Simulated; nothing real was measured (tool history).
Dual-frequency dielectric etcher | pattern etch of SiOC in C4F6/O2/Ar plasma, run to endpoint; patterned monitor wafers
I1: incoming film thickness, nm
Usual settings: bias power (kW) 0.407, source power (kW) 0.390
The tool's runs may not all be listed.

run 1 day=0.000 | bias_power_(kW)=0.407 source_power_(kW)=0.390 | I1=39.62 | endpoint_time_(s)=16.1
run 2 day=2.717 | bias_power_(kW)=0.407 source_power_(kW)=0.390 | I1=39.91 | endpoint_time_(s)=16.1
run 3 day=5.396 | bias_power_(kW)=0.379 source_power_(kW)=0.390 | I1=39.42 | endpoint_time_(s)=16.4
run 4 day=7.088 | bias_power_(kW)=0.379 source_power_(kW)=0.390 | I1=39.30 | endpoint_time_(s)=16.7
run 5 day=9.862 | bias_power_(kW)=0.407 source_power_(kW)=0.390 | I1=39.47 | endpoint_time_(s)=16.2
run 6 day=11.546 | bias_power_(kW)=0.407 source_power_(kW)=0.390 | I1=39.50 | endpoint_time_(s)=16.1
-- day=14.829 wet clean of the chamber
run 7 day=17.708 | bias_power_(kW)=0.407 source_power_(kW)=0.390 | I1=39.41 | endpoint_time_(s)=16.7
run 8 day=19.712 | bias_power_(kW)=0.407 source_power_(kW)=0.390 | I1=39.65 | endpoint_time_(s)=17.0
run 9 day=21.508 | bias_power_(kW)=0.407 source_power_(kW)=0.390 | I1=39.73 | endpoint_time_(s)=16.9
run 10 day=23.671 | bias_power_(kW)=0.407 source_power_(kW)=0.390 | I1=39.64 | endpoint_time_(s)=17.0
run 11 day=26.071 | bias_power_(kW)=0.407 source_power_(kW)=0.390 | I1=39.67 | endpoint_time_(s)=17.2
-- day=28.171 wet clean of the chamber, repeated, since the last time left the tool worse
-- day=29.638 source power generator calibrated
-- day=29.825 bias power generator calibrated
run 12 day=33.867 | bias_power_(kW)=0.434 source_power_(kW)=0.420 | I1=39.42 | endpoint_time_(s)=15.0
run 13 day=35.608 | bias_power_(kW)=0.434 source_power_(kW)=0.420 | I1=39.77 | endpoint_time_(s)=15.3
run 14 day=37.179 | bias_power_(kW)=0.371 source_power_(kW)=0.390 | I1=39.67 | endpoint_time_(s)=16.7
run 15 day=38.879 | bias_power_(kW)=0.371 source_power_(kW)=0.390 | I1=39.90 | endpoint_time_(s)=16.8
run 16 day=40.417 | bias_power_(kW)=0.361 source_power_(kW)=0.360 | I1=39.98 | endpoint_time_(s)=17.6
run 17 day=43.183 | bias_power_(kW)=0.407 source_power_(kW)=0.360 | I1=40.00 | endpoint_time_(s)=16.8
run 18 day=44.817 | bias_power_(kW)=0.407 source_power_(kW)=0.390 | I1=39.59 | endpoint_time_(s)=16.3
-- day=46.225 upper electrode replaced
run 19 day=46.433 | bias_power_(kW)=0.308 source_power_(kW)=0.430 | I1=40.04 | endpoint_time_(s)=17.9
run 20 day=48.875 | bias_power_(kW)=0.484 source_power_(kW)=0.390 | I1=39.48 | endpoint_time_(s)=15.0
run 21 day=51.842 | bias_power_(kW)=0.486 source_power_(kW)=0.300 | I1=39.76 | endpoint_time_(s)=16.6
-- day=53.867 wet clean of the chamber
run 22 day=53.888 | bias_power_(kW)=0.488 source_power_(kW)=0.440 | I1=39.53 | endpoint_time_(s)=14.1
run 23 day=56.283 | bias_power_(kW)=0.378 source_power_(kW)=0.420 | I1=39.66 | endpoint_time_(s)=16.0
run 24 day=59.075 | bias_power_(kW)=0.407 source_power_(kW)=0.390 | I1=39.41 | endpoint_time_(s)=16.0
run 25 day=60.379 | bias_power_(kW)=0.407 source_power_(kW)=0.390 | I1=39.66 | endpoint_time_(s)=16.2
run 26 day=61.483 | bias_power_(kW)=0.453 source_power_(kW)=0.390 | I1=39.47 | endpoint_time_(s)=15.2
run 27 day=63.629 | bias_power_(kW)=0.407 source_power_(kW)=0.470 | I1=39.81 | endpoint_time_(s)=15.3
run 28 day=65.346 | bias_power_(kW)=0.407 source_power_(kW)=0.390 | I1=39.21 | endpoint_time_(s)=16.1
run 29 day=67.812 | bias_power_(kW)=0.407 source_power_(kW)=0.390 | I1=39.87 | endpoint_time_(s)=16.2
run 30 day=68.817 | bias_power_(kW)=0.330 source_power_(kW)=0.390 | I1=39.68 | endpoint_time_(s)=17.5
run 31 day=71.700 | bias_power_(kW)=0.444 source_power_(kW)=0.390 | I1=39.68 | endpoint_time_(s)=15.8
run 32 day=73.400 | bias_power_(kW)=0.407 source_power_(kW)=0.420 | I1=39.74 | endpoint_time_(s)=15.9
run 33 day=77.454 | bias_power_(kW)=0.454 source_power_(kW)=0.490 | I1=40.10 | endpoint_time_(s)=14.9
-- day=79.012 wet clean of the chamber
run 34 day=80.300 | bias_power_(kW)=0.501 source_power_(kW)=0.390 | I1=39.32 | endpoint_time_(s)=14.6

5 ways to go on from here, each from the tool as it stands after run 34. What would each give?
run A day=80.317 | bias_power_(kW)=0.407 source_power_(kW)=0.390 | I1=39.83 | endpoint_time_(s)=?
run B day=80.317 | bias_power_(kW)=0.339 source_power_(kW)=0.450 | I1=39.83 | endpoint_time_(s)=?
run C day=80.317 | bias_power_(kW)=0.374 source_power_(kW)=0.470 | I1=39.83 | endpoint_time_(s)=?
run D day=80.317 | bias_power_(kW)=0.450 source_power_(kW)=0.470 | I1=39.83 | endpoint_time_(s)=?
run E day=80.317 | bias_power_(kW)=0.348 source_power_(kW)=0.340 | I1=39.83 | endpoint_time_(s)=?

run=A endpoint_time_(s)=16.0
run=B endpoint_time_(s)=16.4
run=C endpoint_time_(s)=15.6
run=D endpoint_time_(s)=14.5
run=E endpoint_time_(s)=17.7
Without the tool's hidden state the same runs would have given:
run=A endpoint_time_(s)=16.0
run=B endpoint_time_(s)=16.4
run=C endpoint_time_(s)=15.6
run=D endpoint_time_(s)=14.5
run=E endpoint_time_(s)=17.7

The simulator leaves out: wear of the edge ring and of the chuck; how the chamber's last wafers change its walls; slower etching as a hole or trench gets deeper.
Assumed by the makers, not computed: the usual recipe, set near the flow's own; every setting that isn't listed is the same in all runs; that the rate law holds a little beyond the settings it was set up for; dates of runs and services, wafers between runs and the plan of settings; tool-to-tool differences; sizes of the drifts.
